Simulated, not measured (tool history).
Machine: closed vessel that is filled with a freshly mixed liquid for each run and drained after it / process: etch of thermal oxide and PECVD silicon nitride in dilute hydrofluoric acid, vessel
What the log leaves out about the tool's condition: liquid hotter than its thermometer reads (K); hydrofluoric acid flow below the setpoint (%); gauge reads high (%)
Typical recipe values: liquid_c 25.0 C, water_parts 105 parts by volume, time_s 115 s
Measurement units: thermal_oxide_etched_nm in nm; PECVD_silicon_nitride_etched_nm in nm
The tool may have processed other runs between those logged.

run    hour  liquid_c  water_parts  time_s  wafers since the last listed run  hours since the thermometer was replaced  hours since the hydrofluoric acid flow meter was replaced  hours since the gauge calibration  read-back film thickness of the thermal oxide reference wafer, read on the same gauge (nm)  read-back film thickness of the PECVD silicon nitride reference wafer, read on the same gauge (nm)  thermal_oxide_etched_nm  PECVD_silicon_nitride_etched_nm
  1     0.0      25.0          105     115                                 0                                     262.4                                                     1595.9                              716.6                                                                                       30.02                                                                                               80.01                     5.07                             6.50
  2    46.8      25.0          105     115                              4834                                     309.2                                                     1642.7                              763.4                                                                                       29.98                                                                                               80.01                     5.07                             6.66
  3    93.5      25.0          105     115                              4824                                     355.9                                                     1689.4                              810.1                                                                                       30.02                                                                                               80.00                     5.11                             6.60
  4   129.7      25.0          105     115                              3739                                     392.1                                                     1725.6                              846.3                                                                                       29.97                                                                                               80.00                     5.09                             6.58
  5   194.6      25.0          105     115                              6704                                     457.0                                                     1790.5                              911.2                                                                                       30.02                                                                                               79.99                     5.06                             6.63
  6   235.0      25.0          105     115                              4173                                     497.4                                                     1830.9                              951.6                                                                                       29.98                                                                                               80.03                     5.12                             6.67
  7   289.2      25.0          105     115                              5599                                     551.6                                                     1885.1                             1005.8                                                                                       30.04                                                                                               79.99                     5.11                             6.70
  8   329.1      22.5          105     115                              4122                                     591.5                                                     1925.0                             1045.7                                                                                       29.98                                                                                               79.99                     4.60                             5.67
  9   366.9      22.5          105     115                              3905                                     629.3                                                     1962.8                             1083.5                                                                                       29.98                                                                                               80.00                     4.64                             5.72
 10   417.3      22.5          105     115                              5206                                     679.7                                                     2013.2                             1133.9                                                                                       29.98                                                                                               80.01                     4.68                             5.74
 11   466.1      29.0           70     115                              5041                                     728.5                                                     2062.0                             1182.7                                                                                       30.01                                                                                               79.98                     9.46                            13.11
      473.7  -- gauge calibrated
      516.3  -- hydrofluoric acid flow meter replaced
 12   526.4      25.0          105     115                              6126                                     788.8                                                       10.1                               52.7                                                                                       30.00                                                                                               80.02                     5.11                             6.78
      528.1  -- thermometer replaced
 13   555.7      25.0           70     170                              2923                                      27.6                                                       39.4                               82.0                                                                                       30.00                                                                                               79.99                    11.67                            14.30
 14   623.9      25.0           60      55                              7045                                      95.8                                                      107.6                              150.2                                                                                       30.02                                                                                               80.02                     4.41                             5.39
 15   688.7      25.0           60     115                              6694                                     160.6                                                      172.4                              215.0                                                                                       29.99                                                                                               79.99                     9.29                            11.27
 16   729.8      27.5          140     150                              4246                                     201.7                                                      213.5                              256.1                                                                                       30.01                                                                                               80.00                     5.19                             7.47
 17   785.6      25.0           80     115                              5764                                     257.5                                                      269.3                              311.9                                                                                       30.04                                                                                               80.01                     6.81                             8.58
 18   812.3      28.5           90     165                              2758                                     284.2                                                      296.0                              338.6                                                                                       29.99                                                                                               79.98                     9.86                            13.76
 19   837.7      25.0          105     115                              2624                                     309.6                                                      321.4                              364.0                                                                                       30.00                                                                                               80.00                     5.03                             6.57
 20   872.1      25.0          105     115                              3553                                     344.0                                                      355.8                              398.4                                                                                       29.97                                                                                               80.00                     5.02                             6.59
 21   942.7      25.0          105     115                              7293                                     414.6                                                      426.4                              469.0                                                                                       30.03                                                                                               80.00                     5.10                             6.59
 22   989.2      20.0          105     170                              4803                                     461.1                                                      472.9                              515.5                                                                                       30.04                                                                                               80.00                     6.20                             7.02
 23  1027.3      25.0           85      70                              3936                                     499.2                                                      511.0                              553.6                                                                                       29.98                                                                                               80.01                     3.95                             5.00
 24  1099.1      25.0           75      70                              7417                                     571.0                                                      582.8                              625.4                                                                                       30.00                                                                                               79.98                     4.56                             5.70
 25  1158.4      25.0          135     175                              6126                                     630.3                                                      642.1                              684.7                                                                                       30.01                                                                                               79.99                     5.80                             8.00
 26  1223.6      25.0          125     165                              6735                                     695.5                                                      707.3                              749.9                                                                                       30.00                                                                                               80.00                     6.05                             8.18

What the log doesn't show, run by run:
hydrofluoric acid flow below the setpoint (%): 0 in every run
gauge reads high (%): 0 in every run
H1: liquid hotter than its thermometer reads (K)
run      H1
  1   0.355
  2     0.4
  3   0.446
  4   0.481
  5   0.544
  6   0.584
  7   0.637
  8   0.676
  9   0.713
 10   0.762
 11   0.809
 12   0.868
 13  0.0688
 14   0.135
 15   0.199
 16   0.239
 17   0.293
 18   0.319
 19   0.344
 20   0.378
 21   0.446
 22   0.492
 23   0.529
 24   0.599
 25   0.657
 26   0.721

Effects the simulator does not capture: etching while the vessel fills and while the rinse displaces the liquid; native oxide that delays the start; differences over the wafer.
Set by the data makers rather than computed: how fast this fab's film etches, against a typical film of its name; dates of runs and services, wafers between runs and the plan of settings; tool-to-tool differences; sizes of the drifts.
